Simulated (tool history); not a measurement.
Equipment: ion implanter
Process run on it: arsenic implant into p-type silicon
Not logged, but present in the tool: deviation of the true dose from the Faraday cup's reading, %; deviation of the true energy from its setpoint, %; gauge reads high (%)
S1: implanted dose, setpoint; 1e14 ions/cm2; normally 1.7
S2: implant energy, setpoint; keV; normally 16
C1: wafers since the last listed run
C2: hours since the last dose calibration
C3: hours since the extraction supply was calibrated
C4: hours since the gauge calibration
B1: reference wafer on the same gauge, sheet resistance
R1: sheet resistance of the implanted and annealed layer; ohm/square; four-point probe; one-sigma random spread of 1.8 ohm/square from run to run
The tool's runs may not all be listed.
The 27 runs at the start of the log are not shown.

run 28 hour=2183.7 | S1=1.7 S2=11.5 | C1=1166 C2=108.4 C3=1175 C4=243.7 | B1=509.41 | R1=511.38
run 29 hour=2267.2 | S1=1.7 S2=16 | C1=1659 C2=191.9 C3=1258.5 C4=327.2 | B1=508.78 | R1=489.92
run 30 hour=2352.1 | S1=1.91 S2=17.5 | C1=1687 C2=276.8 C3=1343.4 C4=412.1 | B1=509.28 | R1=446.03
run 31 hour=2413.2 | S1=1.85 S2=20 | C1=1214 C2=337.9 C3=1404.5 C4=473.2 | B1=509 | R1=449.41
run 32 hour=2476 | S1=1.7 S2=12.5 | C1=1248 C2=400.7 C3=1467.3 C4=536 | B1=508.87 | R1=502.61
run 33 hour=2535.4 | S1=1.7 S2=16 | C1=1180 C2=460.1 C3=1526.7 C4=595.4 | B1=508.83 | R1=490.22
run 34 hour=2592.1 | S1=1.25 S2=20.5 | C1=1127 C2=516.8 C3=1583.4 C4=652.1 | B1=509.48 | R1=595.81
run 35 hour=2661 | S1=1.53 S2=13.5 | C1=1369 C2=585.7 C3=1652.3 C4=721 | B1=509.73 | R1=536.92
run 36 hour=2757.2 | S1=1.92 S2=16 | C1=1912 C2=681.9 C3=1748.5 C4=817.2 | B1=509.66 | R1=439.3
-- hour=2973.5 Faraday cup replaced and dose calibrated
run 37 hour=3012.7 | S1=1.97 S2=13 | C1=4919 C2=39.2 C3=2004 C4=1072.7 | B1=508.78 | R1=444.42

Each row is a separate what-if for the run after 37, all from the same tool condition, not one after another. Results?
run A hour=3013.1 | S1=1.7 S2=16 | C1=7 C2=39.6 C3=2004.4 C4=1073.1 | B1=? | R1=?
run B hour=3013.1 | S1=1.89 S2=11 | C1=7 C2=39.6 C3=2004.4 C4=1073.1 | B1=? | R1=?
run C hour=3013.1 | S1=2.02 S2=21 | C1=7 C2=39.6 C3=2004.4 C4=1073.1 | B1=? | R1=?
run D hour=3013.1 | S1=1.45 S2=17.5 | C1=7 C2=39.6 C3=2004.4 C4=1073.1 | B1=? | R1=?

run=A B1=509.04 R1=487.06
run=B B1=509.04 R1=465.41
run=C B1=509.04 R1=413.56
run=D B1=509.04 R1=543.08
Had the tool no hidden state, the same runs would have come out as:
run=A R1=488.04
run=B R1=466.38
run=C R1=414.39
run=D R1=544.15

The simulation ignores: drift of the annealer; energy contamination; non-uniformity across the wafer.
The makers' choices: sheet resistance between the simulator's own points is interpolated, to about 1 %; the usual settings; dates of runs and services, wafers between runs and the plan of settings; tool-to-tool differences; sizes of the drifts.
